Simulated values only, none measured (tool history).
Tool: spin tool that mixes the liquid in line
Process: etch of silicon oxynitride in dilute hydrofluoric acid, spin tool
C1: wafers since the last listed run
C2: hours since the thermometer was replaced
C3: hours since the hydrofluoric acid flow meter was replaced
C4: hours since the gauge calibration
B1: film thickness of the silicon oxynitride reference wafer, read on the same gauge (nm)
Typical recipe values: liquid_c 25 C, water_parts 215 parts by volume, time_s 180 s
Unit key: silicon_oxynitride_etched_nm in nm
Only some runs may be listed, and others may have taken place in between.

run 1 hour=0 | liquid_c=25 water_parts=215 time_s=180 | C1=0 C2=660.1 C3=501 C4=285.4 | B1=140.04 | silicon_oxynitride_etched_nm=4.05
run 2 hour=123.1 | liquid_c=25 water_parts=215 time_s=180 | C1=682 C2=783.2 C3=624.1 C4=408.5 | B1=140 | silicon_oxynitride_etched_nm=3.99
run 3 hour=182.9 | liquid_c=22.5 water_parts=215 time_s=180 | C1=331 C2=843 C3=683.9 C4=468.3 | B1=140.002 | silicon_oxynitride_etched_nm=3.671
run 4 hour=224.6 | liquid_c=25 water_parts=150 time_s=115 | C1=231 C2=884.7 C3=725.6 C4=510 | B1=140.003 | silicon_oxynitride_etched_nm=3.961
run 5 hour=289.5 | liquid_c=25 water_parts=130 time_s=95 | C1=359 C2=949.6 C3=790.5 C4=574.9 | B1=139.986 | silicon_oxynitride_etched_nm=3.829
run 6 hour=341.8 | liquid_c=25 water_parts=130 time_s=95 | C1=289 C2=1001.9 C3=842.8 C4=627.2 | B1=139.972 | silicon_oxynitride_etched_nm=3.841
run 7 hour=389.7 | liquid_c=25 water_parts=130 time_s=95 | C1=265 C2=1049.8 C3=890.7 C4=675.1 | B1=140.015 | silicon_oxynitride_etched_nm=3.881
run 8 hour=480.2 | liquid_c=25 water_parts=215 time_s=180 | C1=501 C2=1140.3 C3=981.2 C4=765.6 | B1=139.99 | silicon_oxynitride_etched_nm=4.187
run 9 hour=506 | liquid_c=25 water_parts=215 time_s=180 | C1=142 C2=1166.1 C3=1007 C4=791.4 | B1=139.976 | silicon_oxynitride_etched_nm=4.194
-- hour=537.2 thermometer replaced
-- hour=557.3 gauge calibrated
run 10 hour=560.6 | liquid_c=25 water_parts=215 time_s=180 | C1=297 C2=23.4 C3=1061.6 C4=3.3 | B1=140.023 | silicon_oxynitride_etched_nm=3.861
run 11 hour=627 | liquid_c=26.5 water_parts=260 time_s=95 | C1=367 C2=89.8 C3=1128 C4=69.7 | B1=139.969 | silicon_oxynitride_etched_nm=1.721
run 12 hour=680.8 | liquid_c=25 water_parts=305 time_s=225 | C1=298 C2=143.6 C3=1181.8 C4=123.5 | B1=140.009 | silicon_oxynitride_etched_nm=3.199
run 13 hour=717.2 | liquid_c=25 water_parts=155 time_s=125 | C1=201 C2=180 C3=1218.2 C4=159.9 | B1=139.979 | silicon_oxynitride_etched_nm=3.962

Run 14 comes next. What will it give?
-- hour=820.4 hydrofluoric acid flow meter replaced
run 14 hour=906.2 | liquid_c=28.5 water_parts=215 time_s=275 | C1=1041 C2=369 C3=85.8 C4=348.9 | B1=? | silicon_oxynitride_etched_nm=?

B1: 139.995
silicon_oxynitride_etched_nm: 7.027 nm
Were there no unlogged condition in the tool, this run, its random variation unchanged, would have produced silicon_oxynitride_etched_nm 6.744 nm.
